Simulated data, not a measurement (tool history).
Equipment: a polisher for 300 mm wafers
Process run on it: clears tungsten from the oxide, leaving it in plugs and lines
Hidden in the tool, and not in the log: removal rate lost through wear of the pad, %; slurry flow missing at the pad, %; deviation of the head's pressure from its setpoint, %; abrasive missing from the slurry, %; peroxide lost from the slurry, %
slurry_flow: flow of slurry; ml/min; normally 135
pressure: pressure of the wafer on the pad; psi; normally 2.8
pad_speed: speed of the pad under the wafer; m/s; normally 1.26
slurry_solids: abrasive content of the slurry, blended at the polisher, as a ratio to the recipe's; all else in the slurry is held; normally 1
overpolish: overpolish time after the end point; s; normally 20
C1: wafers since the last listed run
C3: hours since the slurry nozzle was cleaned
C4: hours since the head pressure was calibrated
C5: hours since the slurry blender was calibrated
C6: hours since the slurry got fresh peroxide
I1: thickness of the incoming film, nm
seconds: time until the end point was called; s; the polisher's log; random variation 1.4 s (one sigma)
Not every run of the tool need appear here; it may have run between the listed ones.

Run 1, day 0: usual settings but pressure 3.4 psi; C1 0; wafers polished on this pad 2402; C3 458.5; C4 791.5; C5 51.5; C6 13.7; I1 532. Result: seconds 130.2 s.
Run 2, day 2.071: usual settings but slurry_flow 150 ml/min; C1 406; wafers polished on this pad 2809; C3 508.2; C4 841.2; C5 101.2; C6 63.4; I1 527.6. Result: seconds 150.1 s.
At day 6.046: worn pad replaced by a new one.
Run 3, day 6.138: usual settings but pressure 3.2 psi; C1 766; wafers polished on this pad 18; C3 605.8; C4 938.8; C5 198.8; C6 161; I1 527.9. Result: seconds 130 s.
Run 4, day 7.821: usual settings but pressure 3.2 psi; C1 330; wafers polished on this pad 349; C3 646.2; C4 979.2; C5 239.2; C6 201.4; I1 519.1. Result: seconds 129.1 s.
Run 5, day 9.479: usual settings but pressure 3.2 psi; C1 325; wafers polished on this pad 675; C3 686; C4 1019; C5 279; C6 241.2; I1 536.3. Result: seconds 135 s.
Run 6, day 12.275: usual settings but slurry_flow 155 ml/min, slurry_solids 0.8; C1 549; wafers polished on this pad 1224; C3 753.1; C4 1086.1; C5 346.1; C6 308.3; I1 517.8. Result: seconds 152.8 s.
Run 7, day 14.104: usual settings; C1 359; wafers polished on this pad 1583; C3 797; C4 1130; C5 390; C6 352.2; I1 523.1. Result: seconds 151.9 s.
At day 14.438: head pressure recalibrated.
Run 8, day 16.046: usual settings but pad_speed 1.1 m/s; C1 365; wafers polished on this pad 1948; C3 843.6; C4 38.6; C5 436.6; C6 398.8; I1 528.7. Result: seconds 173 s.
At day 16.238: slurry blender recalibrated.
At day 16.929: slurry tank refilled with fresh slurry and peroxide.
Run 9, day 18.283: usual settings but slurry_flow 95 ml/min; C1 415; wafers polished on this pad 2364; C3 897.3; C4 92.3; C5 49.1; C6 32.5; I1 528.2. Result: seconds 160.7 s.
Run 10, day 19.975: usual settings but slurry_flow 150 ml/min, pressure 3.5 psi, slurry_solids 1.15; C1 332; wafers polished on this pad 2696; C3 937.9; C4 132.9; C5 89.7; C6 73.1; I1 524.9. Result: seconds 117 s.
Run 11, day 21.908: usual settings but slurry_flow 90 ml/min, pad_speed 1.56 m/s, slurry_solids 0.75, overpolish 24 s; C1 379; wafers polished on this pad 3076; C3 984.3; C4 179.3; C5 136.1; C6 119.5; I1 525.6. Result: seconds 151 s.
At day 22.079: slurry nozzle cleaned.
At day 23.129: worn pad replaced by a new one.
Run 12, day 24.325: usual settings but pad_speed 1 m/s, slurry_solids 1.25, overpolish 14 s; C1 433; wafers polished on this pad 234; C3 53.9; C4 237.3; C5 194.1; C6 177.5; I1 530.9. Result: seconds 169.8 s.
Run 13, day 27.079: usual settings but slurry_solids 1.1; C1 541; wafers polished on this pad 776; C3 120; C4 303.4; C5 260.2; C6 243.6; I1 530.5. Result: seconds 144.1 s.
Run 14, day 30.067: usual settings; C1 587; wafers polished on this pad 1363; C3 191.7; C4 375.1; C5 331.9; C6 315.3; I1 520. Result: seconds 153.1 s.
Run 15, day 32.438: usual settings; C1 465; wafers polished on this pad 1828; C3 248.6; C4 432; C5 388.8; C6 372.2; I1 520.9. Result: seconds 151.5 s.
At day 32.733: slurry tank refilled with fresh slurry and peroxide.
At day 33.25: slurry blender recalibrated.
Run 16, day 35.088: usual settings but slurry_flow 95 ml/min, pressure 1.8 psi, pad_speed 0.94 m/s, overpolish 30 s; C1 496; wafers polished on this pad 2325; C3 312.2; C4 495.6; C5 44.1; C6 56.5; I1 519. Result: seconds 295.1 s.
Run 17, day 37.638: usual settings but slurry_flow 165 ml/min, pad_speed 0.88 m/s, overpolish 30 s; C1 501; wafers polished on this pad 2826; C3 373.4; C4 556.8; C5 105.3; C6 117.7; I1 523.8. Result: seconds 201.8 s.
Run 18, day 39.633: usual settings but overpolish 31 s; C1 392; wafers polished on this pad 3218; C3 421.3; C4 604.7; C5 153.2; C6 165.6; I1 535.4. Result: seconds 158.6 s.
At day 40.533: worn pad replaced by a new one.
Run 19, day 40.888: usual settings; C1 213; wafers polished on this pad 69; C3 451.4; C4 634.8; C5 183.3; C6 195.7; I1 526.4. Result: seconds 146.8 s.
Run 20, day 42.171: usual settings but slurry_flow 155 ml/min, pressure 3.1 psi; C1 252; wafers polished on this pad 321; C3 482.2; C4 665.6; C5 214.1; C6 226.5; I1 519.5. Result: seconds 132.3 s.
Run 21, day 43.625: usual settings but pressure 2.4 psi; C1 285; wafers polished on this pad 607; C3 517.1; C4 700.5; C5 249; C6 261.4; I1 527.8. Result: seconds 171.5 s.
Run 22, day 45.675: usual settings but slurry_solids 0.75; C1 402; wafers polished on this pad 1010; C3 566.3; C4 749.7; C5 298.2; C6 310.6; I1 527.6. Result: seconds 164.8 s.
Run 23, day 48.221: usual settings but slurry_flow 175 ml/min, slurry_solids 1.25; C1 500; wafers polished on this pad 1510; C3 627.4; C4 810.8; C5 359.3; C6 371.7; I1 531.2. Result: seconds 136 s.
At day 50.271: slurry tank refilled with fresh slurry and peroxide.
Run 24, day 50.292: usual settings but slurry_flow 165 ml/min; C1 398; wafers polished on this pad 1909; C3 677.1; C4 860.5; C5 409; C6 0.5; I1 530.6. Result: seconds 147 s.
Run 25, day 51.404: usual settings but overpolish 29 s; C1 218; wafers polished on this pad 2128; C3 703.8; C4 887.2; C5 435.7; C6 27.2; I1 535.2. Result: seconds 157.5 s.
At day 52: slurry blender recalibrated.
Run 26, day 53.942: usual settings but pressure 3.5 psi, slurry_solids 0.75; C1 482; wafers polished on this pad 2610; C3 764.7; C4 948.1; C5 46.6; C6 88.1; I1 526.1. Result: seconds 134.6 s.

4 options for the next run, each taken on its own from the tool as it stands now. Forecast them:
Run A, day 53.962: usual settings but pad_speed 1.42 m/s; C1 4; wafers polished on this pad 2614; C3 765.2; C4 948.6; C5 47.1; C6 88.6; I1 534.3. Result: seconds ?.
Run B, day 53.962: usual settings but slurry_flow 175 ml/min, pressure 2.3 psi, pad_speed 1.7 m/s, overpolish 9 s; C1 4; wafers polished on this pad 2614; C3 765.2; C4 948.6; C5 47.1; C6 88.6; I1 534.3. Result: seconds ?.
Run C, day 53.962: usual settings but overpolish 30 s; C1 4; wafers polished on this pad 2614; C3 765.2; C4 948.6; C5 47.1; C6 88.6; I1 534.3. Result: seconds ?.
Run D, day 53.962: usual settings but pressure 2.2 psi, pad_speed 1.46 m/s; C1 4; wafers polished on this pad 2614; C3 765.2; C4 948.6; C5 47.1; C6 88.6; I1 534.3. Result: seconds ?.

run  seconds
  A    139.7
  B    134.2
  C    155.4
  D    166.8
With the hidden condition removed and each run's random variation left untouched, the same runs would have given:
run  seconds
  A    133.6
  B    128.3
  C    148.6
  D    159.5
